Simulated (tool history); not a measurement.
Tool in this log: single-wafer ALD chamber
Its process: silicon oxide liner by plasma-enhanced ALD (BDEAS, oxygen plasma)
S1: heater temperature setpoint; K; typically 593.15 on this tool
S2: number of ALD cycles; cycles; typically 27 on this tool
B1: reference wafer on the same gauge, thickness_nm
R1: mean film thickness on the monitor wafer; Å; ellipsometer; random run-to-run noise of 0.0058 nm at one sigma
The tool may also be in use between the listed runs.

run     day      S1  S2     B1     R1
  1       0  593.15  29  2.042  25.02
  2   1.371  593.15  29  2.045  25.04
  3   2.475  593.15  27  2.044  23.25
  4   3.658  593.15  27  2.046  23.35
  5   4.275  593.15  27  2.048  23.32
  6   8.725  597.15  27  2.051   23.3
  7   9.912  597.15  27  2.056  23.34
  8  11.333  593.15  27  2.057   23.5
  9  12.375  593.15  30  2.059  26.04
 10  13.375  583.15  27  2.062  23.76
 11  14.467  583.15  27  2.065  23.81
     15.517  -- thermocouple changed; heater temperature recalibrated
 12  15.575  583.15  27  2.068  23.83
 13  16.312  593.15  27  2.068  23.59
 14  17.379  593.15  27  2.071  23.57
 15  18.212  593.15  27  2.073   23.7
 16  19.221  593.15  27  2.077  23.69
 17  20.688  583.15  32   2.08  28.54
 18  21.958  584.15  31  2.084  27.58
 19  22.621  593.15  22  2.088  19.36
 20  24.042  583.15  27  2.092  24.23
 21  25.371  593.15  27  2.095  23.92
 22  26.646  600.15  30    2.1  26.37
 23  27.412  593.15  24  2.103  21.28
     27.938  -- gauge calibrated
 24    28.5  593.15  27   2.04  23.23
 25  29.633  583.15  29  2.041  25.37
 26  30.983  604.15  31  2.041  26.34
 27  31.933  598.15  22  2.041  18.81
 28  33.246  593.15  25  2.042  21.56
 29   34.05  584.15  22  2.043  19.19

The next listed run, before its measurement:
 30  36.438  579.15  25   ?   ?

B1: 2.045
R1: 21.98 Å
If the tool had no hidden condition, the same run with the same run-to-run variation would have returned R1 22.04 Å.
